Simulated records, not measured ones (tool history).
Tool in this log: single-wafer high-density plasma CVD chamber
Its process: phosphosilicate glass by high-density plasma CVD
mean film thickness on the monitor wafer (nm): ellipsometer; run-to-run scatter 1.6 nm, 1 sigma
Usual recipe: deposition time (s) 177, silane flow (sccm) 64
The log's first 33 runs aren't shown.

run	hour	deposition time (s)	silane flow (sccm)	wafers since the last listed run	hours since the silane flow controller was replaced	hours since the gauge calibration	read-back reference wafer on the same gauge, thickness_nm	mean film thickness on the monitor wafer (nm)
34	502.7	197	76	186	181.7	238.4	1149.890	1348.127
35	520.4	177	58	202	199.4	256.1	1149.931	972.688
36	529.0	143	64	98	208.0	264.7	1150.241	851.634
37	538.3	205	56	106	217.3	274.0	1149.923	1094.151
38	544.6	190	54	71	223.6	280.3	1149.529	986.861
39	561.1	201	69	188	240.1	296.8	1149.888	1268.833
40	577.0	147	60	181	256.0	312.7	1150.051	830.125
41	586.2	196	52	105	265.2	321.9	1149.452	985.355
42	633.4	144	71	539	312.4	369.1	1149.875	930.708
43	649.9	197	76	188	328.9	385.6	1150.420	1351.580
44	661.0	198	67	126	340.0	396.7	1150.340	1223.754

Here are 3 independent what-if runs from the current tool condition. What would each one return?
A	661.4	177	75	4	340.4	397.1	?	?
B	661.4	147	72	4	340.4	397.1	?	?
C	661.4	157	60	4	340.4	397.1	?	?

run	read-back reference wafer on the same gauge, thickness_nm	mean film thickness on the monitor wafer (nm)
A	1149.886	1199.018
B	1149.886	962.799
C	1149.886	887.335
With the hidden condition removed and each run's random variation left untouched, the same runs would have given:
run	mean film thickness on the monitor wafer (nm)
A	1195.499
B	959.973
C	884.731
